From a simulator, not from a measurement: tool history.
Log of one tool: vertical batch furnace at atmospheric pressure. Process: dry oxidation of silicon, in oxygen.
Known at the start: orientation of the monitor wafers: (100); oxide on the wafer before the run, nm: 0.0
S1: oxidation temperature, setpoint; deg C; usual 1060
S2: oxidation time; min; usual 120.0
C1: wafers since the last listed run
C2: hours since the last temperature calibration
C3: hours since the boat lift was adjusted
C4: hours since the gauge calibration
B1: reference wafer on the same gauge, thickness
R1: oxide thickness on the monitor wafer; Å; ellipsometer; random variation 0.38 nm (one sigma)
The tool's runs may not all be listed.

run,hour,S1,S2,C1,C2,C3,C4,B1,R1
1,0.0,1060,132.5,0,3649.2,1738.9,345.7,147.25,1440.7
2,21.6,1060,132.5,210,3670.8,1760.5,367.3,146.96,1440.2
3,55.1,1060,120.0,327,3704.3,1794.0,400.8,147.04,1345.1
4,71.0,1060,120.0,155,3720.2,1809.9,416.7,147.05,1347.8
5,91.6,1076,120.0,201,3740.8,1830.5,437.3,147.05,1508.0
6,112.4,1076,120.0,203,3761.6,1851.3,458.1,146.84,1517.3
7,132.4,1076,120.0,195,3781.6,1871.3,478.1,147.01,1509.7
8,201.8,1051,120.0,677,3851.0,1940.7,547.5,147.11,1246.9
9,227.4,1060,120.0,249,3876.6,1966.3,573.1,146.96,1338.5
10,260.2,1060,120.0,320,3909.4,1999.1,605.9,146.85,1333.7
# hour 288.7: boat lift adjusted
11,289.2,1060,102.5,48,3938.4,0.5,634.9,147.00,1245.8
12,381.8,1060,102.5,904,4031.0,93.1,727.5,147.12,1243.3
13,401.1,1054,120.0,188,4050.3,112.4,746.8,147.09,1317.3
14,433.9,1054,120.0,320,4083.1,145.2,779.6,146.93,1315.3
15,463.5,1060,132.5,289,4112.7,174.8,809.2,146.87,1473.2
16,488.2,1051,120.0,241,4137.4,199.5,833.9,147.10,1279.5
# hour 520.5: thermocouples replaced and temperature profile calibrated
17,524.0,1045,85.5,115,3.5,235.3,869.7,147.11,980.8
18,541.7,1084,95.5,172,21.2,253.0,887.4,146.97,1429.5
19,594.8,1079,165.0,518,74.3,306.1,940.5,147.00,1944.5
20,621.8,1060,120.0,263,101.3,333.1,967.5,146.97,1376.9
# hour 655.4: gauge calibrated
21,657.2,1038,148.0,345,136.7,368.5,1.8,146.96,1321.5
22,680.8,1060,120.0,230,160.3,392.1,25.4,146.93,1370.5
23,700.0,1060,120.0,187,179.5,411.3,44.6,147.18,1379.0
24,712.9,1037,154.0,125,192.4,424.2,57.5,146.97,1347.8
25,738.1,1078,74.5,246,217.6,449.4,82.7,146.97,1162.3
26,753.6,1078,68.0,151,233.1,464.9,98.2,147.13,1095.5
27,779.7,1052,169.0,254,259.2,491.0,124.3,146.99,1613.2
28,808.5,1069,179.0,281,288.0,519.8,153.1,147.07,1896.3
29,861.1,1040,155.0,513,340.6,572.4,205.7,146.87,1385.5

3 ways to go on from here, each from the tool as it stands after run 29. What would each give?
A,867.3,1060,104.0,60,346.8,578.6,211.9,?,?
B,867.3,1080,163.0,60,346.8,578.6,211.9,?,?
C,867.3,1052,120.0,60,346.8,578.6,211.9,?,?

run,B1,R1
A,147.02,1252.8
B,147.02,1928.9
C,147.02,1291.2
Without the tool's hidden state the same runs would have given:
run,R1
A,1259.1
B,1937.6
C,1297.8
